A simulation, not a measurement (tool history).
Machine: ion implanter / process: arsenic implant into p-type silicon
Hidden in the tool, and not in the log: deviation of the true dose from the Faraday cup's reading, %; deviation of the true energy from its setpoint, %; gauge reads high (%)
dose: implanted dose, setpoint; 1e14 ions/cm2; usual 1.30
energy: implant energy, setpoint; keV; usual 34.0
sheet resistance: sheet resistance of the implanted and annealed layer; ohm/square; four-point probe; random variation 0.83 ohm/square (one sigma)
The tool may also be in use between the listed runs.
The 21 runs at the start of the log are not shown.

| run | day | dose | energy | wafers since the last listed run | hours since the last dose calibration | hours since the extraction supply was calibrated | hours since the gauge calibration | read-back reference wafer on the same gauge, sheet resistance | sheet resistance |
|---|---|---|---|---|---|---|---|---|---|
| 22 | 11.088 | 1.08 | 27.0 | 184 | 84.3 | 86.4 | 88.4 | 548.36 | 653.19 |
| 23 | 11.721 | 1.68 | 42.0 | 269 | 99.5 | 101.6 | 103.6 | 547.97 | 444.19 |
| 24 | 12.383 | 0.98 | 28.5 | 281 | 115.4 | 117.5 | 119.5 | 547.85 | 690.17 |
| 25 | 12.829 | 1.02 | 29.5 | 189 | 126.1 | 128.2 | 130.2 | 547.70 | 667.68 |
| 26 | 13.262 | 1.07 | 27.5 | 184 | 136.5 | 138.6 | 140.6 | 548.31 | 656.78 |
| 27 | 13.696 | 1.30 | 42.5 | 184 | 146.9 | 149.0 | 151.0 | 548.09 | 528.70 |
| 28 | 14.212 | 0.94 | 34.0 | 219 | 159.3 | 161.4 | 163.4 | 548.23 | 685.78 |
| 29 | 14.771 | 1.30 | 34.0 | 237 | 172.7 | 174.8 | 176.8 | 547.85 | 550.80 |
| 30 | 15.221 | 1.61 | 34.0 | 191 | 183.5 | 185.6 | 187.6 | 548.18 | 473.31 |

Predict each of these 4 candidate next runs independently; none follows another, all start after run 30:
| A | 15.238 | 1.07 | 34.0 | 7 | 183.9 | 186.0 | 188.0 | ? | ? |
| B | 15.238 | 1.53 | 44.5 | 7 | 183.9 | 186.0 | 188.0 | ? | ? |
| C | 15.238 | 0.96 | 40.0 | 7 | 183.9 | 186.0 | 188.0 | ? | ? |
| D | 15.238 | 1.64 | 26.5 | 7 | 183.9 | 186.0 | 188.0 | ? | ? |

| run | read-back reference wafer on the same gauge, sheet resistance | sheet resistance |
|---|---|---|
| A | 548.31 | 630.59 |
| B | 548.31 | 470.22 |
| C | 548.31 | 656.82 |
| D | 548.31 | 488.13 |
Stripped of hidden state, with their random variation kept, the same runs would have yielded:
| run | sheet resistance |
|---|---|
| A | 632.91 |
| B | 471.99 |
| C | 659.17 |
| D | 490.06 |
